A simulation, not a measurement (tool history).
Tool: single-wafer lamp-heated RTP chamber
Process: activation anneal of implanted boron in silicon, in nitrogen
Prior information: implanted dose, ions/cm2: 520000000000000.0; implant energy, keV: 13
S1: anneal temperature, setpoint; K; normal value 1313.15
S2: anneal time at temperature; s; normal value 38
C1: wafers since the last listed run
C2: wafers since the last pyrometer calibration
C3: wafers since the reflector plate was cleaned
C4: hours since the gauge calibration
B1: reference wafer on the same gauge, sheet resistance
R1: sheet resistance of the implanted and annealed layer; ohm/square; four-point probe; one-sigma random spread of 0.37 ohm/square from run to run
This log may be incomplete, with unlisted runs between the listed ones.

run	hour	S1	S2	C1	C2	C3	C4	B1	R1
1	0.0	1313.15	52	0	5830	3088	305.7	236.80	241.26
2	17.5	1313.15	52	258	6088	3346	323.2	236.77	241.98
3	24.7	1313.15	38	106	6195	3452	330.4	236.73	243.49
4	34.6	1313.15	38	145	6341	3598	340.3	236.67	243.68
5	43.8	1313.15	33	135	6476	3734	349.5	236.60	243.37
6	58.5	1313.15	33	216	6693	3951	364.2	236.64	243.09
7	73.4	1313.15	33	219	6913	4170	379.1	236.47	243.03
8	91.9	1313.15	38	272	7185	4443	397.6	236.47	243.09
9	98.9	1313.15	38	103	7289	4546	404.6	236.52	242.78
10	150.4	1313.15	38	759	8048	5306	456.1	236.18	242.77
11	165.7	1313.15	38	225	8274	5531	471.4	236.18	242.55
# hour 184.4: pyrometer window cleaned and pyrometer calibrated
12	184.9	1313.15	38	165	6	5697	490.6	236.10	243.02
13	190.8	1313.15	38	86	93	5784	496.5	236.10	242.09
14	204.3	1313.15	38	199	293	5983	510.0	236.08	242.20
15	210.6	1313.15	38	92	385	6076	516.3	236.07	241.77
16	218.5	1313.15	38	116	502	6192	524.2	236.06	241.95
17	233.9	1313.15	38	227	729	6419	539.6	235.97	242.15
# hour 238.4: gauge calibrated
18	249.4	1293.15	32	228	958	6648	11.0	237.77	246.85
19	256.1	1293.15	32	98	1056	6746	17.7	237.57	246.15
20	271.1	1313.15	59	221	1277	6968	32.7	237.69	241.90
21	282.1	1292.15	28	162	1440	7130	43.7	237.60	247.09
22	291.9	1292.15	29	144	1584	7274	53.5	237.51	247.03
23	300.8	1297.15	59	131	1715	7406	62.4	237.41	243.77
24	310.8	1313.15	38	147	1863	7553	72.4	237.51	244.32
25	342.4	1343.15	49	465	2329	8019	104.0	237.48	238.52

What does the tool deliver on the next run?
# hour 359.8: reflector plate cleaned
26	360.3	1288.15	53	145	2475	8	121.9	?	?

Run 26 gave B1 237.31, R1 245.00 ohm/square.
The same run, on a tool lacking any hidden state, would have yielded R1 245.68 ohm/square.
